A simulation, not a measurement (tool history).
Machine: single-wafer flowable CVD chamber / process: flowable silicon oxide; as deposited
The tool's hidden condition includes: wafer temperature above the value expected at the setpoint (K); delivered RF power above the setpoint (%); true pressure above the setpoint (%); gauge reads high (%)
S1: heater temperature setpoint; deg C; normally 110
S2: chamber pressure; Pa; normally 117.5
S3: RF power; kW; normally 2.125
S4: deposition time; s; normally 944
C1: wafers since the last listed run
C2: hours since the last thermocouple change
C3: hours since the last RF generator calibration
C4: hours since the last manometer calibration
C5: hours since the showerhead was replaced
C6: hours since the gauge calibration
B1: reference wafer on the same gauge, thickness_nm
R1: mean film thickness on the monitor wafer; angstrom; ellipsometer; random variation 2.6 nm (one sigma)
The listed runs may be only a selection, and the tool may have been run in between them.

run,day,S1,S2,S3,S4,C1,C2,C3,C4,C5,C6,B1,R1
1,0.000,110,117.5,2.125,944,0,2210.6,314.7,1364.2,2425.4,367.6,443.564,4052.96
2,2.575,101,117.5,2.125,1024,116,2272.4,376.5,1426.0,2487.2,429.4,442.973,6168.01
3,4.588,101,117.5,2.125,1024,90,2320.7,424.8,1474.3,2535.5,477.7,443.550,6112.10
4,5.942,107,102.0,2.125,944,61,2353.2,457.3,1506.8,2568.0,510.2,444.077,3905.30
5,7.125,100,117.5,2.125,944,53,2381.6,485.7,1535.2,2596.4,538.6,444.911,5920.44
6,9.325,110,117.5,2.125,944,99,2434.4,538.5,1588.0,2649.2,591.4,443.932,3999.84
7,11.629,110,125.3,2.125,1082,103,2489.7,593.8,1643.3,2704.5,646.7,444.613,4854.95
8,13.850,110,125.3,2.125,1082,100,2543.0,647.1,1696.6,2757.8,700.0,444.972,4928.24
9,16.417,110,117.5,2.125,944,115,2604.6,708.7,1758.2,2819.4,761.6,444.636,4003.13
10,18.025,110,117.5,2.125,944,72,2643.2,747.3,1796.8,2858.0,800.2,443.992,3977.37
11,19.729,110,117.5,2.125,944,76,2684.1,788.2,1837.7,2898.9,841.1,443.172,4012.15
# day 21.504: thermocouple changed; heater temperature recalibrated
12,22.483,110,117.5,2.125,944,109,23.5,854.3,1903.8,2965.0,907.2,444.341,4250.82
13,24.604,110,117.5,2.125,944,95,74.4,905.2,1954.7,3015.9,958.1,443.668,4281.13
# day 26.325: capacitance manometer re-zeroed and calibrated
# day 26.767: showerhead replaced
14,26.788,119,105.2,2.125,944,68,126.8,957.6,11.1,0.5,1010.5,443.361,2905.51
15,28.417,110,99.9,1.740,1005,73,165.9,996.7,50.2,39.6,1049.6,444.870,3852.23
16,31.208,118,117.5,2.125,831,125,232.9,1063.7,117.2,106.6,1116.6,444.543,2914.01
17,33.742,95,98.5,1.720,792,114,293.7,1124.5,178.0,167.4,1177.4,443.323,5186.05
18,35.717,110,117.5,2.125,944,89,341.1,1171.9,225.4,214.8,1224.8,442.987,4367.54
# day 37.083: RF generator calibrated
19,38.267,110,125.3,2.125,1082,100,402.3,28.4,286.6,276.0,1286.0,444.304,5296.41
20,40.404,110,117.5,2.125,944,96,453.6,79.7,337.9,327.3,1337.3,444.739,4298.07
21,41.508,110,103.9,2.125,944,49,480.1,106.2,364.4,353.8,1363.8,443.526,3792.97
# day 42.558: gauge calibrated
22,42.838,110,106.3,2.125,837,59,512.0,138.1,396.3,385.7,6.7,444.695,3433.21
23,44.362,115,90.8,2.325,885,68,548.6,174.7,432.9,422.3,43.3,443.723,2619.30
24,46.471,110,139.6,2.125,944,95,599.2,225.3,483.5,472.9,93.9,444.107,5057.62
25,48.108,97,141.9,1.775,774,73,638.5,264.6,522.8,512.2,133.2,444.412,6670.97
26,50.054,110,117.5,2.125,944,87,685.2,311.3,569.5,558.9,179.9,443.224,4278.49
27,52.046,110,129.9,2.125,760,89,733.0,359.1,617.3,606.7,227.7,444.286,3727.64
28,54.546,102,144.4,2.125,1015,112,793.0,419.1,677.3,666.7,287.7,444.663,7501.93
29,57.012,110,106.0,2.125,859,111,852.2,478.3,736.5,725.9,346.9,442.925,3447.05

Give the tool's hidden conditions for every run:
delivered RF power above the setpoint (%): 0, the same for each run
gauge reads high (%): 0, the same for each run
H1: wafer temperature above the value expected at the setpoint (K)
H2: true pressure above the setpoint (%)
run,H1,H2
1,1.53,-4.51
2,1.58,-4.57
3,1.61,-4.61
4,1.63,-4.63
5,1.65,-4.66
6,1.69,-4.69
7,1.73,-4.73
8,1.76,-4.76
9,1.8,-4.8
10,1.83,-4.82
11,1.86,-4.84
12,0.0022,-4.86
13,0.037,-4.88
14,0.0729,-0.429
15,0.0996,-0.748
16,0.145,-1.25
17,0.187,-1.66
18,0.219,-1.96
19,0.261,-2.31
20,0.296,-2.58
21,0.314,-2.71
22,0.336,-2.85
23,0.361,-3.02
24,0.396,-3.23
25,0.423,-3.38
26,0.455,-3.55
27,0.487,-3.71
28,0.528,-3.89
29,0.569,-4.05

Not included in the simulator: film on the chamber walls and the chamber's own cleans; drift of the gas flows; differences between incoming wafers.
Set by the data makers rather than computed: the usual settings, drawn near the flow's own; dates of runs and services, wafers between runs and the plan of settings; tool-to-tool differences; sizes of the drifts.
